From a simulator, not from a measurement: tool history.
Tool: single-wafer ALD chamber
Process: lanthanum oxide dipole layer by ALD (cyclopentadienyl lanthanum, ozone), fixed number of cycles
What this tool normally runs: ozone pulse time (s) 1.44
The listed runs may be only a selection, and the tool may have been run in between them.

run	hour	ozone pulse time (s)	wafers since the last listed run	hours since the last thermocouple change	hours since the last ozone generator service	hours since the showerhead was replaced	hours since the gauge calibration	read-back reference wafer on the same gauge, thickness_nm	mean film thickness on the monitor wafer (nm)
1	0.0	1.66	0	1974.6	1222.8	6176.4	108.6	0.525	0.506
2	21.1	0.99	461	1995.7	1243.9	6197.5	129.7	0.524	0.396
3	54.1	1.59	721	2028.7	1276.9	6230.5	162.7	0.524	0.500
4	74.6	1.59	447	2049.2	1297.4	6251.0	183.2	0.523	0.499
5	106.5	1.44	697	2081.1	1329.3	6282.9	215.1	0.524	0.484
6	125.0	1.31	404	2099.6	1347.8	6301.4	233.6	0.524	0.466
7	143.1	1.31	395	2117.7	1365.9	6319.5	251.7	0.524	0.467
8	175.6	1.31	710	2150.2	1398.4	6352.0	284.2	0.524	0.467
9	207.7	1.44	701	2182.3	1430.5	6384.1	316.3	0.524	0.485
10	227.4	1.44	430	2202.0	1450.2	6403.8	336.0	0.525	0.482
# hour 233.4: gauge calibrated
11	246.9	1.44	426	2221.5	1469.7	6423.3	13.5	0.524	0.485
12	278.6	1.12	692	2253.2	1501.4	6455.0	45.2	0.525	0.428
# hour 293.9: ozone generator serviced
13	306.4	1.72	432	2281.0	12.5	6482.8	73.0	0.524	0.525
# hour 335.9: showerhead replaced, of another model than before
14	341.6	1.44	594	2316.2	47.7	5.7	108.2	0.524	0.504

Predict the results of run 15:
15	363.9	1.60	487	2338.5	70.0	28.0	130.5	?	?

Run 15 came out at read-back reference wafer on the same gauge, thickness_nm 0.524, mean film thickness on the monitor wafer (nm) 0.523.
Minus the tool's unlogged condition, the same run would have read mean film thickness on the monitor wafer (nm) 0.529.

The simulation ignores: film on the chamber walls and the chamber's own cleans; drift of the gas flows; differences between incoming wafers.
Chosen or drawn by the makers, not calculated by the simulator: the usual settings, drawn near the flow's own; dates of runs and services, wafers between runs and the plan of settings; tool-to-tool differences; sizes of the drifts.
